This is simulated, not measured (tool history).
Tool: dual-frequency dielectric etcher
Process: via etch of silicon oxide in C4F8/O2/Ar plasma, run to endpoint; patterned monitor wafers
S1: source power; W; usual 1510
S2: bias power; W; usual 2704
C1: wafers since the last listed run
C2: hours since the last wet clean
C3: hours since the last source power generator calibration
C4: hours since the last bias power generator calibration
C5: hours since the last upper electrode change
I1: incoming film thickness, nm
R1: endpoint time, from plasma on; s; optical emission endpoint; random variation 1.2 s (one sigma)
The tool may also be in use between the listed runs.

| run | hour | S1 | S2 | C1 | C2 | C3 | C4 | C5 | I1 | R1 |
|---|---|---|---|---|---|---|---|---|---|---|
| 1 | 0.0 | 1700 | 2303 | 0 | 252.1 | 4161.6 | 870.9 | 5044.8 | 1612.8 | 337.7 |
| 2 | 54.7 | 1700 | 2303 | 324 | 306.8 | 4216.3 | 925.6 | 5099.5 | 1610.8 | 338.2 |
| 3 | 98.7 | 1600 | 2704 | 261 | 350.8 | 4260.3 | 969.6 | 5143.5 | 1593.8 | 335.5 |
|  | 166.2 | wet clean of the chamber |
| 4 | 166.7 | 1600 | 2704 | 261 | 0.5 | 4328.3 | 1037.6 | 5211.5 | 1598.3 | 331.8 |
| 5 | 219.2 | 1600 | 2704 | 311 | 53.0 | 4380.8 | 1090.1 | 5264.0 | 1603.7 | 336.3 |
| 6 | 285.3 | 1510 | 2704 | 392 | 119.1 | 4446.9 | 1156.2 | 5330.1 | 1593.9 | 341.3 |
| 7 | 338.7 | 1430 | 2704 | 317 | 172.5 | 4500.3 | 1209.6 | 5383.5 | 1609.3 | 351.9 |
|  | 447.3 | source power generator calibrated |
| 8 | 499.1 | 1510 | 2704 | 928 | 332.9 | 51.8 | 1370.0 | 5543.9 | 1598.0 | 339.6 |
|  | 585.0 | wet clean of the chamber |
| 9 | 585.5 | 1510 | 2704 | 370 | 0.5 | 138.2 | 1456.4 | 5630.3 | 1611.1 | 344.1 |
| 10 | 634.4 | 1510 | 2704 | 290 | 49.4 | 187.1 | 1505.3 | 5679.2 | 1609.0 | 344.7 |
|  | 699.2 | bias power generator calibrated |
| 11 | 721.4 | 1740 | 2471 | 493 | 136.4 | 274.1 | 22.2 | 5766.2 | 1606.5 | 330.2 |
| 12 | 764.7 | 1170 | 2057 | 257 | 179.7 | 317.4 | 65.5 | 5809.5 | 1611.5 | 399.6 |
|  | 788.8 | upper electrode replaced |
| 13 | 799.9 | 1340 | 2452 | 66 | 214.9 | 352.6 | 100.7 | 11.1 | 1611.6 | 368.5 |
| 14 | 841.5 | 1700 | 2303 | 247 | 256.5 | 394.2 | 142.3 | 52.7 | 1615.1 | 335.9 |
| 15 | 891.2 | 1140 | 2138 | 295 | 306.2 | 443.9 | 192.0 | 102.4 | 1616.6 | 403.9 |
| 16 | 940.1 | 1670 | 2367 | 290 | 355.1 | 492.8 | 240.9 | 151.3 | 1600.4 | 336.3 |
|  | 975.4 | wet clean of the chamber |
| 17 | 1009.6 | 1510 | 2704 | 270 | 34.2 | 562.3 | 310.4 | 220.8 | 1606.4 | 344.1 |
| 18 | 1059.7 | 1390 | 3051 | 297 | 84.3 | 612.4 | 360.5 | 270.9 | 1621.7 | 349.9 |
| 19 | 1104.8 | 1660 | 2321 | 267 | 129.4 | 657.5 | 405.6 | 316.0 | 1610.4 | 340.5 |
| 20 | 1147.9 | 1510 | 2704 | 256 | 172.5 | 700.6 | 448.7 | 359.1 | 1575.3 | 335.2 |

How the hidden state differs across the entries between the runs, from the last listed run before each to the first after it:
Between runs 3 and 4: wet clean of the chamber (hour 166.2)
  no hidden state differs between the two runs
Between runs 7 and 8: source power generator calibrated (hour 447.3)
  no hidden state differs between the two runs
Between runs 8 and 9: wet clean of the chamber (hour 585.0)
  no hidden state differs between the two runs
Between runs 10 and 11: bias power generator calibrated (hour 699.2)
  no hidden state differs between the two runs
Between runs 12 and 13: upper electrode replaced (hour 788.8)
  no hidden state differs between the two runs
Between runs 16 and 17: wet clean of the chamber (hour 975.4)
  no hidden state differs between the two runs
